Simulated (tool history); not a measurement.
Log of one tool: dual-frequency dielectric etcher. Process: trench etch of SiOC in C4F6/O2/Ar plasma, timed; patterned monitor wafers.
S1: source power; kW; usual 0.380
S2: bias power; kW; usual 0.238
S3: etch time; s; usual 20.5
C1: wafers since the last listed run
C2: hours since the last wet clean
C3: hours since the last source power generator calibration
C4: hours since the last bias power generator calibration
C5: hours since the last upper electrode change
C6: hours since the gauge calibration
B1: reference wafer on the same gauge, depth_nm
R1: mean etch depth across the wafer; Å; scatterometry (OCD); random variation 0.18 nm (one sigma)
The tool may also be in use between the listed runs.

run   hour     S1     S2    S3   C1     C2      C3      C4      C5     C6     B1     R1
  1    0.0  0.380  0.206  20.5    0  507.9  1743.2  3797.3  4849.2   76.6  43.53  445.0
  2   10.1  0.380  0.206  20.5  214  518.0  1753.3  3807.4  4859.3   86.7  43.47  443.8
  3   18.8  0.380  0.238  20.5  184  526.7  1762.0  3816.1  4868.0   95.4  43.51  459.4
  4   35.4  0.380  0.238  20.5  351  543.3  1778.6  3832.7  4884.6  112.0  43.49  459.5
      60.7  -- wet clean of the chamber
      64.5  -- upper electrode replaced
  5   65.0  0.380  0.238  20.5   37    4.3  1808.2  3862.3     0.5  141.6  43.47  486.3
  6   65.3  0.380  0.238  20.5    6    4.6  1808.5  3862.6     0.8  141.9  43.51  488.3
      70.5  -- source power generator calibrated
  7   71.0  0.380  0.238  20.5   36   10.3     0.5  3868.3     6.5  147.6  43.51  487.3
      86.3  -- bias power generator calibrated
  8   86.8  0.380  0.238  20.5  250   26.1    16.3     0.5    22.3  163.4  43.50  486.3
      96.2  -- gauge calibrated
  9   99.9  0.380  0.238  20.5  277   39.2    29.4    13.6    35.4    3.7  43.53  484.2
 10  109.2  0.290  0.238  20.5  197   48.5    38.7    22.9    44.7   13.0  43.53  449.0
 11  119.0  0.380  0.280  15.0  207   58.3    48.5    32.7    54.5   22.8  43.48  371.6
 12  132.3  0.380  0.238  20.5  281   71.6    61.8    46.0    67.8   36.1  43.51  486.1
 13  138.7  0.280  0.238  20.5  135   78.0    68.2    52.4    74.2   42.5  43.55  443.2
 14  148.6  0.420  0.218  15.5  209   87.9    78.1    62.3    84.1   52.4  43.49  370.1
 15  155.3  0.380  0.274  20.5  142   94.6    84.8    69.0    90.8   59.1  43.48  501.9
 16  169.2  0.420  0.218  15.5  294  108.5    98.7    82.9   104.7   73.0  43.47  367.1

Run 17 comes next. What will it give?
 17  177.1  0.460  0.287  26.0  167  116.4  106.6  90.8  112.6  80.9   ?   ?

Run 17 gave B1 43.47, R1 684.2 Å.
Without the tool's hidden state the same run would have given R1 691.2 Å.
